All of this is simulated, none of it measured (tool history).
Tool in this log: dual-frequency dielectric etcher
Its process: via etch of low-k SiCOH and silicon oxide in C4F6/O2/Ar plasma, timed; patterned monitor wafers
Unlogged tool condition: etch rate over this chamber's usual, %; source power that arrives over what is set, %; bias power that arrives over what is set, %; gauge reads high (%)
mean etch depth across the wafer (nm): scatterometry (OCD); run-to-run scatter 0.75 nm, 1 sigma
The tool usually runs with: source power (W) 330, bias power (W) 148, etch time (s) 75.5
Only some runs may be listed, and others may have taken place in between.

run	hour	source power (W)	bias power (W)	etch time (s)	wafers since the last listed run	hours since the last wet clean	hours since the last source power generator calibration	hours since the last bias power generator calibration	hours since the last upper electrode change	hours since the gauge calibration	read-back reference wafer on the same gauge, depth_nm	mean etch depth across the wafer (nm)
1	0.0	330	148	75.5	0	415.3	4162.7	1916.0	2369.6	1784.0	194.9	187.4
# hour 11.9: source power generator calibrated
2	86.7	330	148	75.5	1050	502.0	74.8	2002.7	2456.3	1870.7	194.9	183.2
3	145.3	280	148	60.5	744	560.6	133.4	2061.3	2514.9	1929.3	194.9	139.3
4	207.3	330	148	75.5	787	622.6	195.4	2123.3	2576.9	1991.3	194.9	183.8
# hour 264.2: wet clean of the chamber
5	264.7	330	148	75.5	424	0.5	252.8	2180.7	2634.3	2048.7	195.1	184.1
# hour 279.6: bias power generator calibrated
6	337.8	330	173	75.5	877	73.6	325.9	58.2	2707.4	2121.8	195.1	198.1
7	401.1	380	170	89.5	804	136.9	389.2	121.5	2770.7	2185.1	195.0	245.9
8	505.3	280	130	61.5	1323	241.1	493.4	225.7	2874.9	2289.3	195.1	133.9
9	557.9	380	148	60.5	668	293.7	546.0	278.3	2927.5	2341.9	195.0	156.1
# hour 630.3: upper electrode replaced
10	659.7	330	148	75.5	988	395.5	647.8	380.1	29.4	2443.7	195.3	185.7
11	758.2	400	148	92.5	1251	494.0	746.3	478.6	127.9	2542.2	195.0	242.4
12	826.7	350	119	94.0	870	562.5	814.8	547.1	196.4	2610.7	195.1	213.2
13	884.0	390	113	67.5	727	619.8	872.1	604.4	253.7	2668.0	195.1	155.4
14	937.6	330	148	75.5	680	673.4	925.7	658.0	307.3	2721.6	195.0	184.5
# hour 944.0: gauge calibrated
# hour 1010.9: wet clean of the chamber
15	1011.4	330	148	75.5	632	0.5	999.5	731.8	381.1	67.4	194.9	186.5
16	1055.0	330	148	75.5	553	44.1	1043.1	775.4	424.7	111.0	194.9	185.3
17	1207.4	330	117	75.5	1935	196.5	1195.5	927.8	577.1	263.4	194.9	165.2
18	1304.3	330	148	93.5	1230	293.4	1292.4	1024.7	674.0	360.3	195.0	228.8
19	1370.4	270	148	55.5	839	359.5	1358.5	1090.8	740.1	426.4	195.1	126.6
20	1634.4	330	182	75.5	3353	623.5	1622.5	1354.8	1004.1	690.4	195.0	202.5
# hour 1686.7: wet clean of the chamber
21	1741.6	280	136	75.5	1056	54.9	1729.7	1462.0	1111.3	797.6	195.1	168.4
22	1796.4	260	128	95.5	696	109.7	1784.5	1516.8	1166.1	852.4	194.9	201.9
23	1867.7	330	148	75.5	905	181.0	1855.8	1588.1	1237.4	923.7	195.0	185.6
24	1935.1	300	167	56.0	856	248.4	1923.2	1655.5	1304.8	991.1	194.9	140.7
25	2027.3	280	157	75.5	1171	340.6	2015.4	1747.7	1397.0	1083.3	194.9	179.3
26	2149.9	250	148	75.5	1557	463.2	2138.0	1870.3	1519.6	1205.9	195.2	168.5
27	2199.9	330	128	75.5	635	513.2	2188.0	1920.3	1569.6	1255.9	195.1	174.0
28	2306.1	330	148	61.0	1348	619.4	2294.2	2026.5	1675.8	1362.1	195.1	151.0

Alternative continuations, all from the tool just after run 28; predict every row:
A	2306.5	330	148	75.5	5	619.8	2294.6	2026.9	1676.2	1362.5	?	?
B	2306.5	290	123	82.5	5	619.8	2294.6	2026.9	1676.2	1362.5	?	?
C	2306.5	400	160	68.5	5	619.8	2294.6	2026.9	1676.2	1362.5	?	?
D	2306.5	380	160	89.0	5	619.8	2294.6	2026.9	1676.2	1362.5	?	?
E	2306.5	360	132	92.5	5	619.8	2294.6	2026.9	1676.2	1362.5	?	?

run	read-back reference wafer on the same gauge, depth_nm	mean etch depth across the wafer (nm)
A	195.1	186.3
B	195.1	178.1
C	195.1	187.8
D	195.1	239.5
E	195.1	223.7
With the hidden condition removed and each run's random variation left untouched, the same runs would have given:
run	mean etch depth across the wafer (nm)
A	183.2
B	175.2
C	184.8
D	235.6
E	220.0

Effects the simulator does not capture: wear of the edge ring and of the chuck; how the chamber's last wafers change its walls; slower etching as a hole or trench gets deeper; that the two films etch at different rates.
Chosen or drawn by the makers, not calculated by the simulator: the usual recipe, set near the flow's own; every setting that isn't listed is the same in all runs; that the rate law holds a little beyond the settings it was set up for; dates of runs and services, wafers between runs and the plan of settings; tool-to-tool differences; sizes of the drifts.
